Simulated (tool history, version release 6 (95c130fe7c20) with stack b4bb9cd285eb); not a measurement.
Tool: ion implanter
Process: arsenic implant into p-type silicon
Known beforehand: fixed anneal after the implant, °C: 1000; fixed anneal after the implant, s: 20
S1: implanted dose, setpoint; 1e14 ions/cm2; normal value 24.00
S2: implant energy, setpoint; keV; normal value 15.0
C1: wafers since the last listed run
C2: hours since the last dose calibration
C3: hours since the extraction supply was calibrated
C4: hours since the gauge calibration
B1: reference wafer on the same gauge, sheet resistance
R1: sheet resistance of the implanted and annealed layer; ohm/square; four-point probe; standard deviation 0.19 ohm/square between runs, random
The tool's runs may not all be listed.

run 1 day=0.000 | S1=24.00 S2=15.0 | C1=0 C2=721.2 C3=3414.9 C4=361.5 | B1=135.02 | R1=126.98
-- day=0.112 gauge calibrated
run 2 day=0.642 | S1=24.00 S2=15.0 | C1=464 C2=736.6 C3=3430.3 C4=12.7 | B1=136.85 | R1=128.35
run 3 day=1.229 | S1=28.88 S2=15.0 | C1=425 C2=750.7 C3=3444.4 C4=26.8 | B1=136.78 | R1=125.57
run 4 day=1.904 | S1=28.88 S2=15.0 | C1=488 C2=766.9 C3=3460.6 C4=43.0 | B1=136.88 | R1=125.46
run 5 day=2.296 | S1=21.16 S2=11.5 | C1=283 C2=776.3 C3=3470.0 C4=52.4 | B1=136.89 | R1=139.54
run 6 day=2.767 | S1=24.00 S2=13.0 | C1=341 C2=787.6 C3=3481.3 C4=63.7 | B1=136.78 | R1=133.31
run 7 day=3.333 | S1=24.00 S2=13.0 | C1=410 C2=801.2 C3=3494.9 C4=77.3 | B1=136.76 | R1=133.30
run 8 day=3.733 | S1=24.00 S2=13.0 | C1=289 C2=810.8 C3=3504.5 C4=86.9 | B1=136.74 | R1=133.24
run 9 day=4.396 | S1=24.00 S2=15.0 | C1=479 C2=826.7 C3=3520.4 C4=102.8 | B1=136.72 | R1=128.41
run 10 day=4.942 | S1=24.00 S2=15.0 | C1=395 C2=839.8 C3=3533.5 C4=115.9 | B1=136.67 | R1=128.41
run 11 day=5.642 | S1=24.00 S2=15.0 | C1=507 C2=856.6 C3=3550.3 C4=132.7 | B1=136.58 | R1=128.17
run 12 day=5.892 | S1=24.00 S2=15.0 | C1=181 C2=862.6 C3=3556.3 C4=138.7 | B1=136.63 | R1=128.03
run 13 day=6.167 | S1=24.00 S2=15.0 | C1=199 C2=869.2 C3=3562.9 C4=145.3 | B1=136.54 | R1=127.92
run 14 day=6.454 | S1=24.00 S2=15.0 | C1=208 C2=876.1 C3=3569.8 C4=152.2 | B1=136.51 | R1=128.42
-- day=6.796 extraction supply calibrated
run 15 day=7.058 | S1=24.00 S2=15.0 | C1=196 C2=890.6 C3=6.3 C4=166.7 | B1=136.45 | R1=128.50
run 16 day=7.400 | S1=24.00 S2=15.0 | C1=247 C2=898.8 C3=14.5 C4=174.9 | B1=136.36 | R1=127.92
run 17 day=8.083 | S1=24.00 S2=15.0 | C1=495 C2=915.2 C3=30.9 C4=191.3 | B1=136.33 | R1=128.30
run 18 day=8.658 | S1=24.00 S2=15.0 | C1=416 C2=929.0 C3=44.7 C4=205.1 | B1=136.28 | R1=127.80
run 19 day=9.329 | S1=28.01 S2=10.0 | C1=485 C2=945.1 C3=60.8 C4=221.2 | B1=136.15 | R1=136.99
run 20 day=10.054 | S1=31.05 S2=15.0 | C1=525 C2=962.5 C3=78.2 C4=238.6 | B1=136.12 | R1=123.64
run 21 day=10.333 | S1=24.00 S2=15.0 | C1=202 C2=969.2 C3=84.9 C4=245.3 | B1=136.09 | R1=127.63
run 22 day=11.062 | S1=20.75 S2=15.0 | C1=528 C2=986.7 C3=102.4 C4=262.8 | B1=135.94 | R1=130.62
-- day=11.875 Faraday cup replaced and dose calibrated
run 23 day=11.896 | S1=24.00 S2=15.0 | C1=362 C2=0.5 C3=122.4 C4=282.8 | B1=135.88 | R1=127.74
run 24 day=12.942 | S1=28.76 S2=17.0 | C1=757 C2=25.6 C3=147.5 C4=307.9 | B1=135.57 | R1=120.10
run 25 day=13.221 | S1=21.53 S2=15.0 | C1=202 C2=32.3 C3=154.2 C4=314.6 | B1=135.58 | R1=129.09
run 26 day=13.508 | S1=30.84 S2=12.0 | C1=208 C2=39.2 C3=161.1 C4=321.5 | B1=135.57 | R1=130.15
run 27 day=13.942 | S1=29.03 S2=18.5 | C1=313 C2=49.6 C3=171.5 C4=331.9 | B1=135.34 | R1=116.08
run 28 day=14.362 | S1=18.85 S2=16.5 | C1=304 C2=59.7 C3=181.6 C4=342.0 | B1=135.36 | R1=128.29
-- day=14.871 gauge calibrated
run 29 day=14.946 | S1=19.50 S2=12.0 | C1=422 C2=73.7 C3=195.6 C4=1.8 | B1=137.13 | R1=139.70
run 30 day=15.267 | S1=24.00 S2=15.0 | C1=232 C2=81.4 C3=203.3 C4=9.5 | B1=137.22 | R1=129.10
run 31 day=15.742 | S1=29.03 S2=10.0 | C1=344 C2=92.8 C3=214.7 C4=20.9 | B1=137.17 | R1=137.31
run 32 day=16.879 | S1=19.69 S2=12.0 | C1=824 C2=120.1 C3=242.0 C4=48.2 | B1=137.12 | R1=140.07
run 33 day=17.212 | S1=24.00 S2=13.0 | C1=241 C2=128.1 C3=250.0 C4=56.2 | B1=137.01 | R1=133.39
run 34 day=17.521 | S1=24.00 S2=12.0 | C1=223 C2=135.5 C3=257.4 C4=63.6 | B1=137.16 | R1=135.86
run 35 day=19.000 | S1=28.14 S2=12.0 | C1=1071 C2=171.0 C3=292.9 C4=99.1 | B1=136.94 | R1=133.03
run 36 day=19.588 | S1=29.99 S2=13.5 | C1=425 C2=185.1 C3=307.0 C4=113.2 | B1=137.01 | R1=128.56

Predict each of these 4 candidate next runs independently; none follows another, all start after run 36:
run A day=19.604 | S1=24.00 S2=15.0 | C1=12 C2=185.5 C3=307.4 C4=113.6 | B1=? | R1=?
run B day=19.604 | S1=19.07 S2=15.0 | C1=12 C2=185.5 C3=307.4 C4=113.6 | B1=? | R1=?
run C day=19.604 | S1=18.76 S2=11.0 | C1=12 C2=185.5 C3=307.4 C4=113.6 | B1=? | R1=?
run D day=19.604 | S1=18.59 S2=11.5 | C1=12 C2=185.5 C3=307.4 C4=113.6 | B1=? | R1=?

run=A B1=136.99 R1=128.57
run=B B1=136.99 R1=132.98
run=C B1=136.99 R1=143.35
run=D B1=136.99 R1=142.30
Take away the tool's hidden state, keep each run's random variation, and the runs would have read:
run=A R1=128.60
run=B R1=133.01
run=C R1=143.39
run=D R1=142.33

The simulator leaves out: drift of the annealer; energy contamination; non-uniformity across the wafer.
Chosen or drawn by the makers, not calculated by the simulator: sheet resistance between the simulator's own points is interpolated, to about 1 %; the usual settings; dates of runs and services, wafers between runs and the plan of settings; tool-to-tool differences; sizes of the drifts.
